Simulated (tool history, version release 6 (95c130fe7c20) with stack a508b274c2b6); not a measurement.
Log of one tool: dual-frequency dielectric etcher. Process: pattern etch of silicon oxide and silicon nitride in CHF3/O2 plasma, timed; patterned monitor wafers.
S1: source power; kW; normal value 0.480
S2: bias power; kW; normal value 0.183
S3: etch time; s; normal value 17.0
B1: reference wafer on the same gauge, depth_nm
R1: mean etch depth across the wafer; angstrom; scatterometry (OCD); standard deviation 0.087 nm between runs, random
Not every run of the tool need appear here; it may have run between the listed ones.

Run 1, hour 0.0: usual settings but S2 0.165 kW; B1 28.98. Result: R1 253.1 angstrom.
Run 2, hour 53.5: usual settings; B1 29.00. Result: R1 262.8 angstrom.
Run 3, hour 80.6: usual settings; B1 29.01. Result: R1 265.3 angstrom.
At hour 131.9: wet clean of the chamber.
Run 4, hour 132.4: usual settings; B1 29.00. Result: R1 253.3 angstrom.
Run 5, hour 152.8: usual settings; B1 29.01. Result: R1 254.3 angstrom.
Run 6, hour 220.1: usual settings but S1 0.390 kW; B1 29.00. Result: R1 238.2 angstrom.
At hour 310.6: upper electrode replaced.
Run 7, hour 314.1: usual settings but S2 0.152 kW, S3 21.0 s; B1 29.00. Result: R1 300.5 angstrom.
Run 8, hour 358.8: usual settings but S1 0.410 kW, S3 15.5 s; B1 29.00. Result: R1 222.3 angstrom.
At hour 382.9: gauge calibrated.
Run 9, hour 452.3: usual settings but S3 14.0 s; B1 29.01. Result: R1 213.8 angstrom.
Run 10, hour 511.5: usual settings but S1 0.530 kW, S3 15.0 s; B1 28.99. Result: R1 238.1 angstrom.
At hour 565.0: bias power generator calibrated.
Run 11, hour 567.8: usual settings but S1 0.590 kW, S2 0.147 kW, S3 19.0 s; B1 29.01. Result: R1 296.2 angstrom.
Run 12, hour 599.1: usual settings but S1 0.590 kW, S2 0.167 kW, S3 15.5 s; B1 29.00. Result: R1 249.2 angstrom.
At hour 630.9: wet clean of the chamber.
At hour 633.7: source power generator calibrated.
Run 13, hour 659.3: usual settings; B1 29.01. Result: R1 254.3 angstrom.
Run 14, hour 714.8: usual settings; B1 29.01. Result: R1 253.2 angstrom.
Run 15, hour 760.6: usual settings but S1 0.590 kW, S2 0.161 kW, S3 14.5 s; B1 28.98. Result: R1 224.7 angstrom.
Run 16, hour 789.6: usual settings but S1 0.590 kW, S3 19.5 s; B1 29.00. Result: R1 315.8 angstrom.
Run 17, hour 853.6: usual settings but S1 0.390 kW, S3 21.5 s; B1 29.01. Result: R1 302.7 angstrom.

5 ways to go on from here, each from the tool as it stands after run 17. What would each give?
Run A, hour 854.0: usual settings; B1 ?. Result: R1 ?.
Run B, hour 854.0: usual settings but S1 0.420 kW, S2 0.164 kW, S3 13.5 s; B1 ?. Result: R1 ?.
Run C, hour 854.0: usual settings but S2 0.202 kW, S3 21.5 s; B1 ?. Result: R1 ?.
Run D, hour 854.0: usual settings but S2 0.166 kW; B1 ?. Result: R1 ?.
Run E, hour 854.0: usual settings but S1 0.570 kW, S3 21.0 s; B1 ?. Result: R1 ?.

run     B1     R1
  A  29.01  256.7
  B  29.01  188.1
  C  29.01  334.8
  D  29.01  249.2
  E  29.01  337.1
Without the tool's hidden state the same runs would have given:
run     R1
  A  253.7
  B  185.9
  C  330.9
  D  246.3
  E  333.2
